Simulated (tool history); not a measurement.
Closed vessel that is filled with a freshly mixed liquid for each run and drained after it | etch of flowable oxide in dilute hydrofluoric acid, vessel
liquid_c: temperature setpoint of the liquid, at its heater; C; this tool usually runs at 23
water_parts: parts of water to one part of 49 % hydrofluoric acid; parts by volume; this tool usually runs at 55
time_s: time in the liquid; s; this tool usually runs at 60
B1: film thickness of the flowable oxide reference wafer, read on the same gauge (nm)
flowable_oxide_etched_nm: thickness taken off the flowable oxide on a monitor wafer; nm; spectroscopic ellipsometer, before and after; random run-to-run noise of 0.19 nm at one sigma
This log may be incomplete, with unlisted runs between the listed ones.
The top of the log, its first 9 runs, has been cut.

run 10 hour=103.3 | liquid_c=23 water_parts=55 time_s=60 | B1=140 | flowable_oxide_etched_nm=40.74
run 11 hour=120.5 | liquid_c=23 water_parts=55 time_s=60 | B1=139.99 | flowable_oxide_etched_nm=41.07
run 12 hour=131 | liquid_c=25 water_parts=40 time_s=35 | B1=140.01 | flowable_oxide_etched_nm=36.22
run 13 hour=139.4 | liquid_c=23 water_parts=75 time_s=85 | B1=139.98 | flowable_oxide_etched_nm=41.39
run 14 hour=153 | liquid_c=23 water_parts=55 time_s=60 | B1=140 | flowable_oxide_etched_nm=40.52
run 15 hour=170.6 | liquid_c=23 water_parts=55 time_s=90 | B1=139.98 | flowable_oxide_etched_nm=61.29
run 16 hour=185.8 | liquid_c=21.5 water_parts=55 time_s=60 | B1=140.01 | flowable_oxide_etched_nm=37.94
-- hour=192.1 gauge calibrated
run 17 hour=192.3 | liquid_c=24.5 water_parts=45 time_s=60 | B1=140.02 | flowable_oxide_etched_nm=53.67
run 18 hour=203.7 | liquid_c=25 water_parts=75 time_s=95 | B1=140.02 | flowable_oxide_etched_nm=49.98
run 19 hour=220.7 | liquid_c=24.5 water_parts=35 time_s=60 | B1=140.04 | flowable_oxide_etched_nm=69.78
run 20 hour=228.6 | liquid_c=18 water_parts=85 time_s=40 | B1=139.99 | flowable_oxide_etched_nm=13.69
-- hour=236.5 thermometer replaced
run 21 hour=242.8 | liquid_c=20 water_parts=45 time_s=60 | B1=139.99 | flowable_oxide_etched_nm=44.2
run 22 hour=249.3 | liquid_c=20 water_parts=65 time_s=30 | B1=139.99 | flowable_oxide_etched_nm=15.01
run 23 hour=255.7 | liquid_c=23 water_parts=55 time_s=60 | B1=140 | flowable_oxide_etched_nm=40.85
run 24 hour=268.3 | liquid_c=20.5 water_parts=45 time_s=60 | B1=140.01 | flowable_oxide_etched_nm=45.33
run 25 hour=312.2 | liquid_c=23 water_parts=55 time_s=60 | B1=140.05 | flowable_oxide_etched_nm=40.34
run 26 hour=328.9 | liquid_c=23 water_parts=35 time_s=90 | B1=140 | flowable_oxide_etched_nm=98.23
run 27 hour=346.3 | liquid_c=26 water_parts=55 time_s=60 | B1=140.02 | flowable_oxide_etched_nm=45.66
run 28 hour=357.2 | liquid_c=20.5 water_parts=55 time_s=80 | B1=139.99 | flowable_oxide_etched_nm=48.37
run 29 hour=367.7 | liquid_c=23 water_parts=80 time_s=60 | B1=139.98 | flowable_oxide_etched_nm=27.11
run 30 hour=374.6 | liquid_c=19.5 water_parts=75 time_s=60 | B1=140.02 | flowable_oxide_etched_nm=24.96
run 31 hour=388.8 | liquid_c=19 water_parts=55 time_s=50 | B1=139.97 | flowable_oxide_etched_nm=28.49
run 32 hour=404.7 | liquid_c=20.5 water_parts=85 time_s=30 | B1=140 | flowable_oxide_etched_nm=11.27
run 33 hour=416.1 | liquid_c=25.5 water_parts=55 time_s=60 | B1=140.01 | flowable_oxide_etched_nm=45.12
run 34 hour=429.4 | liquid_c=23 water_parts=55 time_s=40 | B1=139.99 | flowable_oxide_etched_nm=26.69

Each row is a separate what-if for the run after 34, all from the same tool condition, not one after another. Results?
run A hour=430.1 | liquid_c=23 water_parts=55 time_s=60 | B1=? | flowable_oxide_etched_nm=?
run B hour=430.1 | liquid_c=26 water_parts=70 time_s=85 | B1=? | flowable_oxide_etched_nm=?
run C hour=430.1 | liquid_c=20.5 water_parts=40 time_s=75 | B1=? | flowable_oxide_etched_nm=?

run=A B1=139.97 flowable_oxide_etched_nm=40.23
run=B B1=139.97 flowable_oxide_etched_nm=49.57
run=C B1=139.97 flowable_oxide_etched_nm=63.46
Without the tool's hidden state the same runs would have given:
run=A flowable_oxide_etched_nm=40.85
run=B flowable_oxide_etched_nm=50.35
run=C flowable_oxide_etched_nm=64.42
